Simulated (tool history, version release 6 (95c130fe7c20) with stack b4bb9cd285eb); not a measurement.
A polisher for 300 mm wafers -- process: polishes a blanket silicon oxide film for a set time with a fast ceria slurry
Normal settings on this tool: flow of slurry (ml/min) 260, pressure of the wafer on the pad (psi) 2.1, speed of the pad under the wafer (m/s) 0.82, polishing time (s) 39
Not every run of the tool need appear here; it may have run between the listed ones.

run,day,flow of slurry (ml/min),pressure of the wafer on the pad (psi),speed of the pad under the wafer (m/s),polishing time (s),"incoming thickness of the incoming film, nm",film removed (angstrom)
1,0,260,2.1,0.74,39,3782.4,2859
# day 0.679: worn pad replaced by a new one
2,0.7,260,2.1,0.74,39,3797.8,2865
3,0.921,260,2.1,0.74,39,3768.7,2837
4,1.242,260,2.1,0.82,49,3780.1,3929
5,1.854,260,2.1,0.82,49,3774,3891
6,2.458,260,2.1,0.82,49,3754.3,3935
7,3.038,260,2.1,0.82,39,3778.4,3137
8,3.475,260,2.1,0.82,39,3756.6,3036
# day 3.783: worn pad replaced by a new one
9,5.488,260,2.1,0.82,39,3778,3152
10,6.204,235,2.1,0.82,39,3775.4,3043
# day 6.721: head pressure recalibrated
11,6.892,235,2.1,0.82,39,3758.7,3088
# day 7.242: worn pad replaced by a new one, of another model than before
12,7.296,235,2.1,0.82,39,3739.8,3024
13,7.829,330,2.1,0.82,28,3799.4,2286
14,8.15,330,2.1,0.82,28,3795.9,2271
# day 8.542: slurry nozzle cleaned
15,8.883,260,2.1,0.82,39,3759.6,3200
16,9.367,220,2.7,0.96,39,3811.4,4594
17,10.058,195,2.1,0.82,47,3803.3,3740
# day 10.579: worn pad replaced by a new one
18,10.646,330,2.1,0.82,28,3720.3,2289
19,11.288,260,2.1,0.82,39,3694.6,3204
20,11.792,330,2.1,0.82,28,3759.4,2330
21,12.238,260,2.1,0.82,39,3747.3,3156
22,12.883,215,2.1,0.96,39,3762.6,3567
23,13.383,260,2.1,0.82,48,3747.1,3855
# day 14.242: worn pad replaced by a new one
24,14.262,260,1.8,0.72,39,3741.4,2436
25,14.45,260,1.8,0.74,44,3801.3,2885
26,15.008,190,2.1,0.82,52,3763.8,4189
27,15.362,295,1.7,0.82,29,3739.8,1919
28,16.004,285,2.3,0.82,53,3756.7,4672
29,16.496,215,2.1,0.96,39,3719.9,3514

Below are 4 alternative next runs, each starting from the tool's condition after run 29. Predict each:
A,16.512,260,2.1,0.82,39,3753.9,?
B,16.512,330,2.1,1.06,39,3753.9,?
C,16.512,260,2.1,0.74,43,3753.9,?
D,16.512,260,1.7,0.82,45,3753.9,?

run,film removed (angstrom)
A,3137
B,3906
C,3193
D,2930
Without the tool's hidden state the same runs would have given:
run,film removed (angstrom)
A,3173
B,3948
C,3230
D,2964
